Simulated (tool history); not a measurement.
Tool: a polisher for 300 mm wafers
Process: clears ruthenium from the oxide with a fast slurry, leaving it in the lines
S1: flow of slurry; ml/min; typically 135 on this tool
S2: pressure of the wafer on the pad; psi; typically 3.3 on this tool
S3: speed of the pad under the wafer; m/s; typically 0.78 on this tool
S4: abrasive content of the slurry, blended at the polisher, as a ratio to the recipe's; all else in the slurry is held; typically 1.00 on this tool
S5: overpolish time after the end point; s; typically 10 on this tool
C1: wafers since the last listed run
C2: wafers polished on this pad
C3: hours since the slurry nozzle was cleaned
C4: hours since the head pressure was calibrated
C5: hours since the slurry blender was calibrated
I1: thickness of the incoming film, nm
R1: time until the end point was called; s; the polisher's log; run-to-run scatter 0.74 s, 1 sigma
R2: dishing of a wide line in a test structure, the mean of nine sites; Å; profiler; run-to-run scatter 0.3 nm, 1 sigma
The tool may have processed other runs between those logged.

run 1 day=0.000 | S1=135 S2=3.3 S3=0.78 S4=1.00 S5=10 | C1=0 C2=1070 C3=294.8 C4=476.5 C5=11.9 | I1=142.0 | R1=42.2 R2=269
run 2 day=1.267 | S1=135 S2=3.3 S3=0.78 S4=1.00 S5=10 | C1=395 C2=1465 C3=325.2 C4=506.9 C5=42.3 | I1=140.1 | R1=42.1 R2=265
-- day=2.596 slurry nozzle cleaned
run 3 day=2.992 | S1=135 S2=3.3 S3=0.78 S4=1.20 S5=10 | C1=525 C2=1991 C3=9.5 C4=548.3 C5=83.7 | I1=141.1 | R1=37.2 R2=291
run 4 day=3.996 | S1=135 S2=3.3 S3=0.78 S4=1.20 S5=10 | C1=313 C2=2305 C3=33.6 C4=572.4 C5=107.8 | I1=139.6 | R1=38.6 R2=293
run 5 day=5.346 | S1=135 S2=3.3 S3=0.78 S4=1.20 S5=10 | C1=421 C2=2727 C3=66.0 C4=604.8 C5=140.2 | I1=137.5 | R1=36.9 R2=289
-- day=6.067 worn pad replaced by a new one
run 6 day=6.408 | S1=135 S2=3.3 S3=0.78 S4=1.00 S5=10 | C1=279 C2=107 C3=91.5 C4=630.3 C5=165.7 | I1=138.2 | R1=42.1 R2=260
run 7 day=7.238 | S1=135 S2=3.3 S3=1.04 S4=1.00 S5=7 | C1=259 C2=366 C3=111.4 C4=650.2 C5=185.6 | I1=140.4 | R1=34.5 R2=239
run 8 day=8.533 | S1=135 S2=2.4 S3=0.78 S4=1.00 S5=10 | C1=404 C2=771 C3=142.5 C4=681.3 C5=216.7 | I1=139.3 | R1=56.4 R2=204
run 9 day=9.046 | S1=110 S2=3.3 S3=0.78 S4=1.00 S5=10 | C1=160 C2=931 C3=154.8 C4=693.6 C5=229.0 | I1=140.5 | R1=45.1 R2=247
run 10 day=9.612 | S1=135 S2=3.3 S3=0.78 S4=1.00 S5=10 | C1=177 C2=1108 C3=168.4 C4=707.2 C5=242.6 | I1=140.0 | R1=43.5 R2=258
run 11 day=11.225 | S1=135 S2=3.3 S3=0.60 S4=1.00 S5=10 | C1=503 C2=1611 C3=207.1 C4=745.9 C5=281.3 | I1=137.4 | R1=54.3 R2=205
run 12 day=11.875 | S1=105 S2=3.9 S3=0.58 S4=1.00 S5=6 | C1=203 C2=1814 C3=222.7 C4=761.5 C5=296.9 | I1=140.0 | R1=51.7 R2=135
run 13 day=12.421 | S1=170 S2=2.5 S3=0.78 S4=0.90 S5=4 | C1=170 C2=1985 C3=235.8 C4=774.6 C5=310.0 | I1=143.0 | R1=60.2 R2=81
run 14 day=13.812 | S1=135 S2=4.3 S3=0.78 S4=1.00 S5=10 | C1=434 C2=2420 C3=269.2 C4=808.0 C5=343.4 | I1=139.0 | R1=35.4 R2=314
run 15 day=15.217 | S1=135 S2=3.3 S3=0.78 S4=1.00 S5=10 | C1=438 C2=2858 C3=302.9 C4=841.7 C5=377.1 | I1=137.7 | R1=42.9 R2=250
-- day=16.488 worn pad replaced by a new one
run 16 day=16.688 | S1=95 S2=3.3 S3=0.78 S4=1.00 S5=10 | C1=407 C2=62 C3=338.2 C4=877.0 C5=412.4 | I1=141.3 | R1=47.2 R2=234
run 17 day=17.196 | S1=115 S2=3.3 S3=0.78 S4=1.30 S5=14 | C1=158 C2=221 C3=350.4 C4=889.2 C5=424.6 | I1=141.9 | R1=38.7 R2=387
-- day=17.425 slurry nozzle cleaned
run 18 day=17.829 | S1=160 S2=3.3 S3=0.78 S4=1.20 S5=10 | C1=184 C2=406 C3=9.7 C4=904.4 C5=439.8 | I1=139.5 | R1=38.5 R2=290
-- day=18.375 head pressure recalibrated
run 19 day=18.846 | S1=135 S2=3.3 S3=0.78 S4=1.00 S5=10 | C1=291 C2=697 C3=34.1 C4=11.3 C5=464.2 | I1=139.6 | R1=40.4 R2=272
-- day=19.008 slurry blender recalibrated
run 20 day=19.529 | S1=135 S2=2.2 S3=0.78 S4=1.00 S5=10 | C1=187 C2=885 C3=50.5 C4=27.7 C5=12.5 | I1=141.7 | R1=57.9 R2=196
run 21 day=20.712 | S1=170 S2=2.3 S3=0.64 S4=0.80 S5=10 | C1=369 C2=1254 C3=78.9 C4=56.1 C5=40.9 | I1=137.9 | R1=77.7 R2=147
run 22 day=21.325 | S1=165 S2=3.3 S3=0.56 S4=0.85 S5=15 | C1=191 C2=1446 C3=93.6 C4=70.8 C5=55.6 | I1=137.6 | R1=58.1 R2=271
run 23 day=22.538 | S1=160 S2=4.3 S3=0.78 S4=1.00 S5=8 | C1=378 C2=1824 C3=122.7 C4=99.9 C5=84.7 | I1=140.7 | R1=32.5 R2=275
run 24 day=23.221 | S1=135 S2=3.3 S3=0.92 S4=1.00 S5=15 | C1=213 C2=2038 C3=139.1 C4=116.3 C5=101.1 | I1=138.2 | R1=35.1 R2=443
run 25 day=24.142 | S1=90 S2=3.3 S3=0.78 S4=0.80 S5=10 | C1=287 C2=2326 C3=161.2 C4=138.4 C5=123.2 | I1=139.6 | R1=56.1 R2=200
-- day=25.775 worn pad replaced by a new one
run 26 day=28.454 | S1=135 S2=3.3 S3=0.78 S4=1.00 S5=10 | C1=1295 C2=837 C3=264.7 C4=241.9 C5=226.7 | I1=137.5 | R1=40.3 R2=263
run 27 day=29.592 | S1=115 S2=2.2 S3=0.96 S4=0.85 S5=10 | C1=355 C2=1192 C3=292.0 C4=269.2 C5=254.0 | I1=141.5 | R1=59.0 R2=193
run 28 day=30.900 | S1=135 S2=2.7 S3=0.78 S4=1.00 S5=10 | C1=408 C2=1601 C3=323.4 C4=300.6 C5=285.4 | I1=140.8 | R1=51.6 R2=222
run 29 day=31.725 | S1=135 S2=3.3 S3=0.78 S4=1.00 S5=7 | C1=257 C2=1858 C3=343.2 C4=320.4 C5=305.2 | I1=141.3 | R1=42.7 R2=189

Alternative continuations, all from the tool just after run 29; predict every row:
run A day=31.742 | S1=135 S2=3.3 S3=0.78 S4=0.85 S5=10 | C1=5 C2=1864 C3=343.6 C4=320.8 C5=305.6 | I1=139.3 | R1=? R2=?
run B day=31.742 | S1=135 S2=3.3 S3=0.78 S4=1.00 S5=5 | C1=5 C2=1864 C3=343.6 C4=320.8 C5=305.6 | I1=139.3 | R1=? R2=?
run C day=31.742 | S1=115 S2=3.3 S3=0.78 S4=1.00 S5=10 | C1=5 C2=1864 C3=343.6 C4=320.8 C5=305.6 | I1=139.3 | R1=? R2=?

run=A R1=48.5 R2=233
run=B R1=41.9 R2=139
run=C R1=43.3 R2=258
Stripped of hidden state, with their random variation kept, the same runs would have yielded:
run=A R1=47.1 R2=239
run=B R1=40.7 R2=143
run=C R1=42.1 R2=265
